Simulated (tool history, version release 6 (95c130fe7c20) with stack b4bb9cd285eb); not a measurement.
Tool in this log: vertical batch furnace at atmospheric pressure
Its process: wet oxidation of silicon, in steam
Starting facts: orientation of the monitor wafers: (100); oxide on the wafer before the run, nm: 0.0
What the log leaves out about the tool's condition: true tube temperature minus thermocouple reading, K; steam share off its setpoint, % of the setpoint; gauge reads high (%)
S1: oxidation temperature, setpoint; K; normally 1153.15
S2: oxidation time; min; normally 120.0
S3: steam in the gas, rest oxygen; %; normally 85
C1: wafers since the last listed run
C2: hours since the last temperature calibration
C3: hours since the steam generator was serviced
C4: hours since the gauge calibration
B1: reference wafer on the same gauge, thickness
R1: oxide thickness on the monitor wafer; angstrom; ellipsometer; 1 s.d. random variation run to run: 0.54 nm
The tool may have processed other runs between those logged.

run	day	S1	S2	S3	C1	C2	C3	C4	B1	R1
1	0.000	1153.15	143.0	85	0	4194.0	2085.0	557.5	215.16	2336.3
2	2.604	1153.15	143.0	85	946	4256.5	2147.5	620.0	215.04	2329.3
3	4.221	1153.15	143.0	85	587	4295.3	2186.3	658.8	214.97	2329.2
4	7.262	1153.15	120.0	85	1105	4368.3	2259.3	731.8	214.94	1999.9
5	9.288	1153.15	120.0	85	735	4416.9	2307.9	780.4	215.06	1997.1
6	12.192	1153.15	120.0	85	1055	4486.6	2377.6	850.1	215.21	1989.7
7	16.133	1153.15	120.0	85	1432	4581.2	2472.2	944.7	214.86	1980.3
8	20.304	1153.15	120.0	85	1515	4681.3	2572.3	1044.8	215.17	1985.9
9	23.467	1153.15	120.0	85	1148	4757.2	2648.2	1120.7	215.10	1973.9
10	26.779	1153.15	157.0	82	1203	4836.7	2727.7	1200.2	214.62	2411.8
# day 30.358: steam generator serviced
11	30.379	1139.15	83.5	88	944	4923.1	0.5	1286.6	214.83	1121.3
12	32.796	1134.15	120.0	85	877	4981.1	58.5	1344.6	215.01	1406.2
13	35.046	1177.15	154.0	90	817	5035.1	112.5	1398.6	215.15	3410.1
14	37.383	1144.15	91.5	90	849	5091.2	168.6	1454.7	215.12	1360.7
15	40.850	1153.15	120.0	85	1259	5174.4	251.8	1537.9	214.82	1902.5
# day 42.471: gauge calibrated
# day 42.967: thermocouples replaced and temperature profile calibrated
# day 43.554: steam generator serviced, repeated, since the last time left the tool worse
16	44.146	1153.15	120.0	85	620	28.3	14.2	40.2	214.92	2048.0
17	47.117	1153.15	156.0	78	1079	99.6	85.5	111.5	215.19	2395.9
18	49.521	1165.15	174.5	74	873	157.3	143.2	169.2	214.92	2984.7
19	53.975	1137.15	95.0	85	1618	264.2	250.1	276.1	214.88	1287.7
20	57.329	1153.15	160.5	85	1218	344.7	330.6	356.6	214.84	2650.1
21	59.833	1130.15	177.5	93	909	404.8	390.7	416.7	214.86	2220.0

Consider 4 possible next runs. They are alternatives, not a sequence: every one starts from the tool as it was left by run 21. What does each give?
A	60.071	1153.15	120.0	85	86	410.5	396.4	422.4	?	?
B	60.071	1174.15	120.0	81	86	410.5	396.4	422.4	?	?
C	60.071	1134.15	120.0	76	86	410.5	396.4	422.4	?	?
D	60.071	1128.15	65.5	75	86	410.5	396.4	422.4	?	?

run	B1	R1
A	215.03	2045.7
B	215.03	2628.5
C	215.03	1368.9
D	215.03	684.1
What these runs would have given with no unlogged condition in the tool:
run	R1
A	2052.1
B	2636.4
C	1373.4
D	686.4
